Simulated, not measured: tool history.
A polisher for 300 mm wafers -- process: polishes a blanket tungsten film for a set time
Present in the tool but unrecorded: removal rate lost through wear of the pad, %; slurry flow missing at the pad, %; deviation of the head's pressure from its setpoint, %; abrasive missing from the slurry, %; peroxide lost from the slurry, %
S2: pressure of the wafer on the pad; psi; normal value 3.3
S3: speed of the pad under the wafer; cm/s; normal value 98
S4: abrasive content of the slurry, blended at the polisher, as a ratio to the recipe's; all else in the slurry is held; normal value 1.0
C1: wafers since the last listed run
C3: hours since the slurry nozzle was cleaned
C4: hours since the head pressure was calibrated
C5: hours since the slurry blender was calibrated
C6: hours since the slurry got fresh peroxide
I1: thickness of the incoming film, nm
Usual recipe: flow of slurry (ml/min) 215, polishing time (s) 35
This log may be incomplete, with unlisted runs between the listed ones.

run 1 day=0.000 | flow_of_slurry_(ml/min)=215 S2=3.3 S3=98 S4=1.0 polishing_time_(s)=35 | C1=0 wafers_polished_on_this_pad=176 C3=214.8 C4=167.2 C5=269.5 C6=51.5 | I1=1446.5 | film_removed_(Å)=1005
-- day=0.875 slurry blender recalibrated
run 2 day=1.054 | flow_of_slurry_(ml/min)=215 S2=3.3 S3=98 S4=1.0 polishing_time_(s)=35 | C1=357 wafers_polished_on_this_pad=534 C3=240.1 C4=192.5 C5=4.3 C6=76.8 | I1=1454.2 | film_removed_(Å)=1062
-- day=3.479 slurry tank refilled with fresh slurry and peroxide
-- day=4.642 worn pad replaced by a new one
run 3 day=4.679 | flow_of_slurry_(ml/min)=215 S2=3.3 S3=98 S4=1.0 polishing_time_(s)=35 | C1=1258 wafers_polished_on_this_pad=13 C3=327.1 C4=279.5 C5=91.3 C6=28.8 | I1=1428.4 | film_removed_(Å)=1102
run 4 day=5.221 | flow_of_slurry_(ml/min)=215 S2=3.3 S3=98 S4=1.0 polishing_time_(s)=35 | C1=199 wafers_polished_on_this_pad=213 C3=340.1 C4=292.5 C5=104.3 C6=41.8 | I1=1454.1 | film_removed_(Å)=1076
run 5 day=6.717 | flow_of_slurry_(ml/min)=215 S2=3.3 S3=98 S4=1.2 polishing_time_(s)=35 | C1=550 wafers_polished_on_this_pad=764 C3=376.0 C4=328.4 C5=140.2 C6=77.7 | I1=1449.0 | film_removed_(Å)=1058
run 6 day=8.054 | flow_of_slurry_(ml/min)=215 S2=3.3 S3=98 S4=1.2 polishing_time_(s)=35 | C1=492 wafers_polished_on_this_pad=1256 C3=408.1 C4=360.5 C5=172.3 C6=109.8 | I1=1455.8 | film_removed_(Å)=1055
run 7 day=8.750 | flow_of_slurry_(ml/min)=215 S2=3.3 S3=98 S4=1.2 polishing_time_(s)=35 | C1=256 wafers_polished_on_this_pad=1512 C3=424.8 C4=377.2 C5=189.0 C6=126.5 | I1=1448.4 | film_removed_(Å)=1026
-- day=9.758 slurry tank refilled with fresh slurry and peroxide
run 8 day=10.212 | flow_of_slurry_(ml/min)=215 S2=3.3 S3=98 S4=0.9 polishing_time_(s)=38 | C1=523 wafers_polished_on_this_pad=2035 C3=459.9 C4=412.3 C5=224.1 C6=10.9 | I1=1469.8 | film_removed_(Å)=1174
-- day=10.721 worn pad replaced by a new one
run 9 day=10.783 | flow_of_slurry_(ml/min)=215 S2=3.3 S3=98 S4=0.9 polishing_time_(s)=38 | C1=148 wafers_polished_on_this_pad=23 C3=473.6 C4=426.0 C5=237.8 C6=24.6 | I1=1450.1 | film_removed_(Å)=1150
run 10 day=11.583 | flow_of_slurry_(ml/min)=215 S2=3.3 S3=98 S4=0.9 polishing_time_(s)=38 | C1=294 wafers_polished_on_this_pad=318 C3=492.8 C4=445.2 C5=257.0 C6=43.8 | I1=1431.4 | film_removed_(Å)=1114
run 11 day=12.708 | flow_of_slurry_(ml/min)=215 S2=3.3 S3=98 S4=1.0 polishing_time_(s)=35 | C1=414 wafers_polished_on_this_pad=732 C3=519.8 C4=472.2 C5=284.0 C6=70.8 | I1=1447.7 | film_removed_(Å)=1015
run 12 day=15.350 | flow_of_slurry_(ml/min)=215 S2=2.9 S3=98 S4=1.0 polishing_time_(s)=35 | C1=972 wafers_polished_on_this_pad=1704 C3=583.2 C4=535.6 C5=347.4 C6=134.2 | I1=1440.8 | film_removed_(Å)=848
-- day=15.696 slurry tank refilled with fresh slurry and peroxide
-- day=16.154 slurry blender recalibrated
-- day=16.479 worn pad replaced by a new one
run 13 day=16.500 | flow_of_slurry_(ml/min)=215 S2=3.3 S3=98 S4=1.0 polishing_time_(s)=35 | C1=316 wafers_polished_on_this_pad=7 C3=610.8 C4=563.2 C5=8.3 C6=19.3 | I1=1428.0 | film_removed_(Å)=1146
run 14 day=17.658 | flow_of_slurry_(ml/min)=215 S2=3.3 S3=98 S4=0.7 polishing_time_(s)=35 | C1=426 wafers_polished_on_this_pad=433 C3=638.6 C4=591.0 C5=36.1 C6=47.1 | I1=1464.8 | film_removed_(Å)=1016
run 15 day=18.379 | flow_of_slurry_(ml/min)=170 S2=3.3 S3=98 S4=1.0 polishing_time_(s)=35 | C1=265 wafers_polished_on_this_pad=699 C3=655.9 C4=608.3 C5=53.4 C6=64.4 | I1=1435.0 | film_removed_(Å)=1039
-- day=18.975 slurry nozzle cleaned
run 16 day=19.146 | flow_of_slurry_(ml/min)=215 S2=3.3 S3=98 S4=1.0 polishing_time_(s)=39 | C1=266 wafers_polished_on_this_pad=965 C3=4.1 C4=626.7 C5=71.8 C6=82.8 | I1=1429.0 | film_removed_(Å)=1159

Run 17, settings as shown, results not yet in. Your forecast:
run 17 day=19.821 | flow_of_slurry_(ml/min)=215 S2=3.3 S3=98 S4=1.0 polishing_time_(s)=35 | C1=248 wafers_polished_on_this_pad=1214 C3=20.3 C4=642.9 C5=88.0 C6=99.0 | I1=1479.4 | film_removed_(Å)=?

film removed (Å): 1048
Were there no unlogged condition in the tool, this run, its random variation unchanged, would have produced film removed (Å) 1212.
